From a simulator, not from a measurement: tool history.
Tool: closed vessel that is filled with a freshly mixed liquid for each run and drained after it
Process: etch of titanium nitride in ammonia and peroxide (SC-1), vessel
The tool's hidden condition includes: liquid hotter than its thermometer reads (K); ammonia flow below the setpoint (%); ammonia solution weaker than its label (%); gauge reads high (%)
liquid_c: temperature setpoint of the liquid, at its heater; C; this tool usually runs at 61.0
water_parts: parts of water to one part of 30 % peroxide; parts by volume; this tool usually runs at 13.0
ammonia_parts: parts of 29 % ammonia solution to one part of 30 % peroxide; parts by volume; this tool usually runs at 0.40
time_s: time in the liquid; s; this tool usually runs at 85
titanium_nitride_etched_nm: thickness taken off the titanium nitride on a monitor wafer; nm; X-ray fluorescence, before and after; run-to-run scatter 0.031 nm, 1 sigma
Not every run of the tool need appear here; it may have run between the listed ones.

| run | hour | liquid_c | water_parts | ammonia_parts | time_s | wafers since the last listed run | hours since the thermometer was replaced | hours since the ammonia flow meter was replaced | hours since the drum of ammonia solution was connected | hours since the gauge calibration | read-back film thickness of the titanium nitride reference wafer, read on the same gauge (nm) | titanium_nitride_etched_nm |
|---|---|---|---|---|---|---|---|---|---|---|---|---|
| 1 | 0.0 | 61.0 | 13.0 | 0.40 | 85 | 0 | 505.3 | 644.2 | 46.7 | 408.1 | 90.03 | 8.96 |
|  | 11.6 | ammonia flow meter replaced |
| 2 | 27.1 | 61.0 | 13.0 | 0.40 | 85 | 1979 | 532.4 | 15.5 | 73.8 | 435.2 | 89.98 | 9.12 |
| 3 | 57.3 | 61.0 | 13.0 | 0.40 | 85 | 2291 | 562.6 | 45.7 | 104.0 | 465.4 | 90.03 | 9.22 |
| 4 | 122.0 | 61.0 | 17.0 | 0.40 | 85 | 4908 | 627.3 | 110.4 | 168.7 | 530.1 | 90.00 | 7.94 |
| 5 | 146.5 | 61.0 | 17.0 | 0.40 | 85 | 1858 | 651.8 | 134.9 | 193.2 | 554.6 | 90.03 | 7.90 |
| 6 | 176.9 | 61.0 | 17.0 | 0.40 | 85 | 2306 | 682.2 | 165.3 | 223.6 | 585.0 | 90.00 | 7.87 |
| 7 | 189.9 | 61.0 | 13.0 | 0.40 | 85 | 986 | 695.2 | 178.3 | 236.6 | 598.0 | 90.04 | 9.18 |
|  | 196.7 | thermometer replaced |
| 8 | 206.5 | 57.5 | 10.0 | 0.40 | 55 | 1183 | 9.8 | 194.9 | 253.2 | 614.6 | 90.01 | 5.22 |
| 9 | 230.4 | 61.0 | 13.0 | 0.40 | 85 | 1813 | 33.7 | 218.8 | 277.1 | 638.5 | 90.00 | 8.84 |
|  | 243.2 | gauge calibrated |
| 10 | 246.9 | 58.0 | 13.0 | 0.40 | 105 | 1251 | 50.2 | 235.3 | 293.6 | 3.7 | 90.03 | 8.95 |
| 11 | 270.5 | 61.0 | 13.0 | 0.25 | 115 | 1790 | 73.8 | 258.9 | 317.2 | 27.3 | 90.01 | 11.02 |
| 12 | 282.6 | 61.0 | 13.0 | 0.40 | 45 | 917 | 85.9 | 271.0 | 329.3 | 39.4 | 89.98 | 4.68 |
| 13 | 296.9 | 61.0 | 13.0 | 0.40 | 85 | 1084 | 100.2 | 285.3 | 343.6 | 53.7 | 89.98 | 8.83 |
| 14 | 330.5 | 61.0 | 13.0 | 0.40 | 85 | 2548 | 133.8 | 318.9 | 377.2 | 87.3 | 90.01 | 8.86 |
| 15 | 343.8 | 61.0 | 13.0 | 0.40 | 85 | 1008 | 147.1 | 332.2 | 390.5 | 100.6 | 90.03 | 8.88 |
| 16 | 362.7 | 61.0 | 13.0 | 0.40 | 85 | 1433 | 166.0 | 351.1 | 409.4 | 119.5 | 90.00 | 8.87 |
| 17 | 394.5 | 67.0 | 13.0 | 0.40 | 85 | 2412 | 197.8 | 382.9 | 441.2 | 151.3 | 90.01 | 13.07 |
| 18 | 425.5 | 64.0 | 18.5 | 0.40 | 85 | 2351 | 228.8 | 413.9 | 472.2 | 182.3 | 89.99 | 8.86 |
| 19 | 443.7 | 61.0 | 13.0 | 0.40 | 85 | 1380 | 247.0 | 432.1 | 490.4 | 200.5 | 90.02 | 8.94 |
| 20 | 472.1 | 68.5 | 9.5 | 0.30 | 50 | 2154 | 275.4 | 460.5 | 518.8 | 228.9 | 90.01 | 9.48 |
|  | 479.0 | new drum of ammonia solution connected |
| 21 | 491.3 | 53.5 | 7.5 | 0.55 | 60 | 1380 | 294.6 | 479.7 | 12.3 | 248.1 | 89.97 | 5.36 |
| 22 | 505.6 | 57.0 | 13.0 | 0.55 | 85 | 1084 | 308.9 | 494.0 | 26.6 | 262.4 | 89.97 | 7.23 |
| 23 | 526.5 | 61.0 | 15.0 | 0.30 | 85 | 1585 | 329.8 | 514.9 | 47.5 | 283.3 | 90.01 | 7.79 |
| 24 | 538.5 | 61.0 | 13.0 | 0.60 | 85 | 910 | 341.8 | 526.9 | 59.5 | 295.3 | 90.00 | 9.62 |
| 25 | 573.9 | 61.0 | 13.0 | 0.40 | 85 | 2685 | 377.2 | 562.3 | 94.9 | 330.7 | 89.96 | 8.92 |
| 26 | 588.6 | 52.5 | 6.5 | 0.60 | 85 | 1115 | 391.9 | 577.0 | 109.6 | 345.4 | 90.01 | 7.77 |
| 27 | 616.2 | 66.5 | 13.0 | 0.55 | 85 | 2093 | 419.5 | 604.6 | 137.2 | 373.0 | 90.01 | 13.44 |
| 28 | 650.9 | 61.0 | 13.0 | 0.55 | 85 | 2632 | 454.2 | 639.3 | 171.9 | 407.7 | 90.01 | 9.49 |
|  | 658.3 | ammonia flow meter replaced |
| 29 | 679.3 | 63.5 | 17.0 | 0.40 | 85 | 2078 | 482.6 | 21.0 | 200.3 | 436.1 | 90.02 | 9.19 |

What differs in the tool's unlogged condition from the final listed run ahead of each entry between runs to the first listed run following it?
After run 1, before run 2: ammonia flow meter replaced (hour 11.6)
  liquid hotter than its thermometer reads (K): 0.433 -> 0.455; ammonia flow below the setpoint (%): 11.6 -> 2.03
  what was measured, less what the result would be without the hidden state, titanium_nitride_etched_nm: +0.05 -> +0.24 nm
After run 7, before run 8: thermometer replaced (hour 196.7)
  liquid hotter than its thermometer reads (K): 0.589 -> 0.021; ammonia flow below the setpoint (%): 4.89 -> 5.19
  what was measured, less what the result would be without the hidden state, titanium_nitride_etched_nm: +0.27 -> -0.05 nm
After run 9, before run 10: gauge calibrated (hour 243.2)
  liquid hotter than its thermometer reads (K): 0.0406 -> 0.0541; ammonia flow below the setpoint (%): 5.61 -> 5.9
  what was measured, less what the result would be without the hidden state, titanium_nitride_etched_nm: -0.08 -> -0.07 nm
After run 20, before run 21: new drum of ammonia solution connected (hour 479.0)
  liquid hotter than its thermometer reads (K): 0.239 -> 0.254; ammonia flow below the setpoint (%): 9.86 -> 10.2
  what was measured, less what the result would be without the hidden state, titanium_nitride_etched_nm: -0.04 -> -0.01 nm
After run 28, before run 29: ammonia flow meter replaced (hour 658.3)
  liquid hotter than its thermometer reads (K): 0.385 -> 0.408; ammonia flow below the setpoint (%): 13 -> 2.7
  what was measured, less what the result would be without the hidden state, titanium_nitride_etched_nm: +0.00 -> +0.20 nm
